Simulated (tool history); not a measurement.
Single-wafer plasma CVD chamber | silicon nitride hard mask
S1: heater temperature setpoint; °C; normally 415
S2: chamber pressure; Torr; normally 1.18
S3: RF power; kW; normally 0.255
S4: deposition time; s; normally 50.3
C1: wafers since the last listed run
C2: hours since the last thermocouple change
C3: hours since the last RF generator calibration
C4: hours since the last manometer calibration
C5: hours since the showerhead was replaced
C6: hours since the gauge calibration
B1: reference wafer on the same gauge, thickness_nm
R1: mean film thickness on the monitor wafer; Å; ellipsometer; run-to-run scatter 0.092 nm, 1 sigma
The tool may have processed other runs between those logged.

| run | day | S1 | S2 | S3 | S4 | C1 | C2 | C3 | C4 | C5 | C6 | B1 | R1 |
|---|---|---|---|---|---|---|---|---|---|---|---|---|---|
| 1 | 0 | 415 | 1.18 | 0.285 | 50.3 | 0 | 1472.6 | 2027.6 | 1587.5 | 4204.3 | 126.9 | 41.685 | 506.96 |
| 2 | 0.883 | 415 | 1.18 | 0.29 | 50.3 | 275 | 1493.8 | 2048.8 | 1608.7 | 4225.5 | 148.1 | 41.719 | 512.93 |
| 3 | 2.354 | 415 | 1.18 | 0.255 | 50.3 | 459 | 1529.1 | 2084.1 | 1644 | 4260.8 | 183.4 | 41.703 | 469.13 |
| 4 | 3 | 415 | 1.18 | 0.255 | 50.3 | 201 | 1544.6 | 2099.6 | 1659.5 | 4276.3 | 198.9 | 41.735 | 469.61 |
|  | 6.2 | gauge calibrated |
| 5 | 7.042 | 415 | 1.18 | 0.255 | 50.3 | 1261 | 1641.6 | 2196.6 | 1756.5 | 4373.3 | 20.2 | 41.709 | 467.02 |
| 6 | 8.479 | 415 | 1.18 | 0.255 | 50.3 | 448 | 1676.1 | 2231.1 | 1791 | 4407.8 | 54.7 | 41.684 | 466.14 |
|  | 8.988 | RF generator calibrated |
|  | 9.483 | showerhead replaced |
| 7 | 9.504 | 415 | 1.18 | 0.255 | 50.3 | 111 | 1700.7 | 12.4 | 1815.6 | 0.5 | 79.3 | 41.708 | 487.11 |
| 8 | 10.688 | 415 | 1.18 | 0.255 | 50.3 | 369 | 1729.1 | 40.8 | 1844 | 28.9 | 107.7 | 41.752 | 489.02 |
|  | 13.467 | capacitance manometer re-zeroed and calibrated |
| 9 | 14.546 | 415 | 1.36 | 0.255 | 50.3 | 1100 | 1821.7 | 133.4 | 25.9 | 121.5 | 200.3 | 41.707 | 532.02 |
| 10 | 15.754 | 415 | 1.42 | 0.27 | 50.3 | 377 | 1850.7 | 162.4 | 54.9 | 150.5 | 229.3 | 41.652 | 561.14 |
|  | 16.188 | thermocouple changed; heater temperature recalibrated |
| 11 | 16.588 | 415 | 1.18 | 0.255 | 54.6 | 156 | 9.6 | 182.4 | 74.9 | 170.5 | 249.3 | 41.674 | 546.61 |
|  | 16.783 | gauge calibrated |
| 12 | 17.192 | 415 | 1.18 | 0.285 | 50.3 | 188 | 24.1 | 196.9 | 89.4 | 185 | 9.8 | 41.688 | 542.68 |
| 13 | 18.396 | 404 | 1.18 | 0.285 | 50.3 | 375 | 53 | 225.8 | 118.3 | 213.9 | 38.7 | 41.705 | 544 |
| 14 | 19.492 | 415 | 1.18 | 0.255 | 50.3 | 341 | 79.3 | 252.1 | 144.6 | 240.2 | 65 | 41.687 | 502.78 |
| 15 | 20.825 | 415 | 1.07 | 0.23 | 50.3 | 416 | 111.3 | 284.1 | 176.6 | 272.2 | 97 | 41.69 | 445.98 |
| 16 | 21.858 | 422 | 1.18 | 0.255 | 40.4 | 322 | 136.1 | 308.9 | 201.4 | 297 | 121.8 | 41.688 | 400.88 |

The tool's hidden state at each run:
wafer temperature above the value expected at the setpoint (K): 0 in every run
gauge reads high (%): 0 in every run
H1: delivered RF power above the setpoint (%)
H2: true pressure above the setpoint (%)
| run | H1 | H2 |
|---|---|---|
| 1 | -6.41 | -6.94 |
| 2 | -6.52 | -6.96 |
| 3 | -6.7 | -7 |
| 4 | -6.78 | -7.02 |
| 5 | -7.31 | -7.12 |
| 6 | -7.5 | -7.15 |
| 7 | -0.813 | -7.17 |
| 8 | -0.814 | -7.2 |
| 9 | -0.835 | -0.211 |
| 10 | -0.845 | -0.544 |
| 11 | -0.854 | -0.766 |
| 12 | -0.861 | -0.922 |
| 13 | -0.876 | -1.23 |
| 14 | -0.892 | -1.49 |
| 15 | -0.914 | -1.8 |
| 16 | -0.932 | -2.03 |

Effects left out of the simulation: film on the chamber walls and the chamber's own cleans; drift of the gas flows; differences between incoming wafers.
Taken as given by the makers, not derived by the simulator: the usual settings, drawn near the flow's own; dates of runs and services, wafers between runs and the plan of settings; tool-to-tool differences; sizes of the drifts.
